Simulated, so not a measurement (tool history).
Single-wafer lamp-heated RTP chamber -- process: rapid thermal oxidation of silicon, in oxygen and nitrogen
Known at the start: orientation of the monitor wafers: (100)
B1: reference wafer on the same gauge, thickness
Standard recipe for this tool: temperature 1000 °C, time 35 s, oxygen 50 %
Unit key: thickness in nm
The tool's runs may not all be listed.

{"run": 1, "day": 0.0, "temperature": 1000, "time": 35, "oxygen": 50, "B1": 3.664, "thickness": 3.877}
{"run": 2, "day": 1.254, "temperature": 1000, "time": 35, "oxygen": 50, "B1": 3.661, "thickness": 3.873}
{"run": 3, "day": 3.038, "temperature": 1000, "time": 35, "oxygen": 50, "B1": 3.658, "thickness": 3.888}
{"run": 4, "day": 8.85, "temperature": 1000, "time": 35, "oxygen": 50, "B1": 3.66, "thickness": 3.9}
{"run": 5, "day": 11.092, "temperature": 1000, "time": 35, "oxygen": 50, "B1": 3.655, "thickness": 3.93}
{"run": 6, "day": 12.404, "temperature": 1000, "time": 35, "oxygen": 44, "B1": 3.666, "thickness": 3.773}
{"run": 7, "day": 19.625, "temperature": 1000, "time": 35, "oxygen": 28, "B1": 3.658, "thickness": 3.37}
{"run": 8, "day": 23.138, "temperature": 1000, "time": 35, "oxygen": 50, "B1": 3.66, "thickness": 4.032}
{"day": 24.571, "done": "pyrometer window cleaned and pyrometer calibrated"}
{"run": 9, "day": 24.654, "temperature": 1000, "time": 35, "oxygen": 50, "B1": 3.66, "thickness": 3.771}
{"day": 25.075, "done": "gauge calibrated"}
{"run": 10, "day": 25.992, "temperature": 1000, "time": 35, "oxygen": 50, "B1": 3.663, "thickness": 3.791}
{"day": 27.246, "done": "oxygen flow controller replaced"}
{"run": 11, "day": 27.4, "temperature": 1000, "time": 35, "oxygen": 50, "B1": 3.658, "thickness": 3.788}
{"run": 12, "day": 28.55, "temperature": 1029, "time": 41, "oxygen": 69, "B1": 3.669, "thickness": 5.391}
{"run": 13, "day": 30.658, "temperature": 1000, "time": 46, "oxygen": 41, "B1": 3.665, "thickness": 3.962}
{"run": 14, "day": 31.683, "temperature": 981, "time": 40, "oxygen": 25, "B1": 3.659, "thickness": 2.988}
{"run": 15, "day": 33.0, "temperature": 1017, "time": 50, "oxygen": 65, "B1": 3.662, "thickness": 5.368}
{"run": 16, "day": 35.054, "temperature": 981, "time": 45, "oxygen": 29, "B1": 3.664, "thickness": 3.204}
{"run": 17, "day": 37.667, "temperature": 1000, "time": 35, "oxygen": 65, "B1": 3.657, "thickness": 4.091}
{"run": 18, "day": 44.175, "temperature": 1000, "time": 35, "oxygen": 50, "B1": 3.662, "thickness": 3.794}
{"run": 19, "day": 46.542, "temperature": 1000, "time": 35, "oxygen": 50, "B1": 3.654, "thickness": 3.818}

Below are 4 alternative next runs, each starting from the tool's condition after run 19. Predict each:
{"run": "A", "day": 46.558, "temperature": 1000, "time": 35, "oxygen": 27, "B1": "?", "thickness": "?"}
{"run": "B", "day": 46.558, "temperature": 1017, "time": 29, "oxygen": 60, "B1": "?", "thickness": "?"}
{"run": "C", "day": 46.558, "temperature": 986, "time": 52, "oxygen": 42, "B1": "?", "thickness": "?"}
{"run": "D", "day": 46.558, "temperature": 1000, "time": 24, "oxygen": 28, "B1": "?", "thickness": "?"}

run=A B1=3.652 thickness=3.228
run=B B1=3.652 thickness=4.198
run=C B1=3.652 thickness=3.867
run=D B1=3.652 thickness=2.897
Without the tool's unlogged condition, the same runs would have read:
run=A thickness=3.197
run=B thickness=4.148
run=C thickness=3.822
run=D thickness=2.873
